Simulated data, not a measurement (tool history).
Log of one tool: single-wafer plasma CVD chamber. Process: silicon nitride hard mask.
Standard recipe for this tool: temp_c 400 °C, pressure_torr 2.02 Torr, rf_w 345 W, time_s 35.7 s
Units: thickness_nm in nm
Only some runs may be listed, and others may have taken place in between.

run   hour  temp_c  pressure_torr  rf_w  time_s  read-back reference wafer on the same gauge, thickness_nm  thickness_nm
  1    0.0     400           1.85   345    39.5                                                     54.899        48.119
  2   25.3     400           2.02   345    35.7                                                     54.925        45.209
  3   36.1     400           2.02   345    35.7                                                     54.893        45.207
  4   50.0     400           2.02   345    35.7                                                     54.896        45.247
  5   58.2     400           2.02   345    35.7                                                     54.911        45.017
      59.7  -- gauge calibrated
  6   75.8     400           2.02   345    35.7                                                     54.909        45.059
  7   87.1     400           2.02   345    35.7                                                     54.906        45.070
  8   95.7     400           2.02   345    35.7                                                     54.909        45.171
  9  104.3     400           2.02   345    35.7                                                     54.904        45.148
     134.9  -- RF generator calibrated
 10  135.4     400           2.02   345    35.7                                                     54.904        48.670
 11  138.4     400           2.02   345    35.7                                                     54.888        48.682
 12  144.5     400           2.02   395    35.7                                                     54.919        53.153
 13  154.9     400           2.02   395    35.7                                                     54.903        53.120
     166.0  -- capacitance manometer re-zeroed and calibrated
 14  166.5     413           2.02   295    35.7                                                     54.899        41.618
 15  171.7     400           2.02   345    40.8                                                     54.897        53.574
 16  179.3     400           2.02   395    35.7                                                     54.889        51.327
     234.2  -- showerhead replaced
 17  234.7     394           1.54   315    38.8                                                     54.908        41.441
 18  243.1     400           2.02   345    35.7                                                     54.891        46.534
 19  252.9     392           1.70   390    40.8                                                     54.902        53.385
 20  268.0     386           2.32   345    35.7                                                     54.886        49.340
     277.5  -- gauge calibrated
 21  280.2     400           2.02   345    35.7                                                     54.902        46.490
 22  287.7     400           2.02   345    35.7                                                     54.897        46.471
     307.3  -- thermocouple changed; heater temperature recalibrated
 23  307.8     388           2.02   345    35.7                                                     54.883        46.606
 24  358.9     394           2.02   345    28.7                                                     54.891        37.308
 25  370.2     400           2.36   395    31.7                                                     54.912        47.678
 26  377.0     400           2.28   345    35.7                                                     54.889        48.343
 27  385.1     409           2.02   345    35.7                                                     54.903        45.843

The logged runs with the hidden state left out (each run's random variation unchanged):
Hidden conditions of the tool in this case: wafer temperature above the value expected at the setpoint (K); delivered RF power above the setpoint (%); true pressure above the setpoint (%); gauge reads high (%).
run  thickness_nm
  1        49.988
  2        47.047
  3        47.033
  4        47.059
  5        46.810
  6        46.833
  7        46.831
  8        46.926
  9        46.891
 10        46.963
 11        46.984
 12        51.311
 13        51.313
 14        41.707
 15        53.696
 16        51.459
 17        41.778
 18        46.954
 19        53.865
 20        49.916
 21        47.057
 22        47.066
 23        47.277
 24        37.986
 25        48.555
 26        49.308
 27        46.758
